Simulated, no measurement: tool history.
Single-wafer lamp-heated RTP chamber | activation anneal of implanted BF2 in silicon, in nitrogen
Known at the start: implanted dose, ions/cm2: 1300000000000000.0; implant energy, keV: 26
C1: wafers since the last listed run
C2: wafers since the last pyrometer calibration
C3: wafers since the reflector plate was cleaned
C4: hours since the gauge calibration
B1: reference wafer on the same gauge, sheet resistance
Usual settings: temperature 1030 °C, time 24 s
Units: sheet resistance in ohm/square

run 1 day=0 | temperature=1009 time=24 | C1=0 C2=2904 C3=6413 C4=51.2 | B1=124.99 | sheet_resistance=148.58
run 2 day=0.775 | temperature=1009 time=24 | C1=286 C2=3191 C3=6700 C4=69.8 | B1=125.06 | sheet_resistance=149.4
run 3 day=1.596 | temperature=1030 time=24 | C1=303 C2=3495 C3=7004 C4=89.5 | B1=124.97 | sheet_resistance=131.94
run 4 day=3.058 | temperature=1030 time=24 | C1=541 C2=4036 C3=7545 C4=124.6 | B1=124.95 | sheet_resistance=131.72
run 5 day=3.746 | temperature=1030 time=24 | C1=254 C2=4291 C3=7800 C4=141.1 | B1=124.88 | sheet_resistance=131.85
run 6 day=4.854 | temperature=1030 time=24 | C1=410 C2=4701 C3=8210 C4=167.7 | B1=124.91 | sheet_resistance=130.64
-- day=5.696 pyrometer window cleaned and pyrometer calibrated
run 7 day=5.717 | temperature=1030 time=24 | C1=195 C2=7 C3=8406 C4=188.4 | B1=125.16 | sheet_resistance=131.51
run 8 day=6.658 | temperature=1030 time=24 | C1=348 C2=355 C3=8754 C4=211 | B1=124.78 | sheet_resistance=130.94
run 9 day=7.838 | temperature=1030 time=24 | C1=436 C2=792 C3=9191 C4=239.3 | B1=124.96 | sheet_resistance=130.29
-- day=8.65 reflector plate cleaned
run 10 day=10.904 | temperature=1030 time=15 | C1=1011 C2=1803 C3=834 C4=312.9 | B1=125.11 | sheet_resistance=144.77
run 11 day=12.346 | temperature=1056 time=31 | C1=533 C2=2337 C3=1368 C4=347.5 | B1=125.03 | sheet_resistance=116.52
run 12 day=12.908 | temperature=1010 time=15 | C1=208 C2=2545 C3=1576 C4=361 | B1=125.09 | sheet_resistance=163.26
-- day=13.767 gauge calibrated
run 13 day=14.179 | temperature=1053 time=37 | C1=470 C2=3016 C3=2046 C4=9.9 | B1=125.07 | sheet_resistance=115.27
run 14 day=15.075 | temperature=1030 time=24 | C1=331 C2=3347 C3=2378 C4=31.4 | B1=124.92 | sheet_resistance=135.58
run 15 day=15.783 | temperature=1009 time=29 | C1=262 C2=3609 C3=2640 C4=48.4 | B1=124.97 | sheet_resistance=150.24
run 16 day=16.308 | temperature=1005 time=24 | C1=194 C2=3804 C3=2834 C4=61 | B1=124.97 | sheet_resistance=157.31
run 17 day=17.95 | temperature=1056 time=18 | C1=607 C2=4411 C3=3442 C4=100.4 | B1=125.07 | sheet_resistance=124.9
run 18 day=18.954 | temperature=1038 time=20 | C1=371 C2=4783 C3=3814 C4=124.5 | B1=125.08 | sheet_resistance=132.64

Some steps in sheet resistance between neighbouring runs. How much of each would the tool show without its hidden state too (settings, what came in, random variation), and how much is left for the hidden state, with any gauge scatter that isn't in both results?
The hidden state here: true wafer temperature minus pyrometer reading, K; wafer temperature error from the tarnished reflector plate, K; gauge reads high (%).
Run 9 -> 10: time 24 -> 15, reflector plate cleaned. sheet resistance +14.48 ohm/square: hidden state +6.21, all else +8.27.
Run 12 -> 13: temperature 1010 -> 1053, time 15 -> 37, gauge calibrated. sheet resistance -47.99 ohm/square: hidden state +0.28, all else -48.27.

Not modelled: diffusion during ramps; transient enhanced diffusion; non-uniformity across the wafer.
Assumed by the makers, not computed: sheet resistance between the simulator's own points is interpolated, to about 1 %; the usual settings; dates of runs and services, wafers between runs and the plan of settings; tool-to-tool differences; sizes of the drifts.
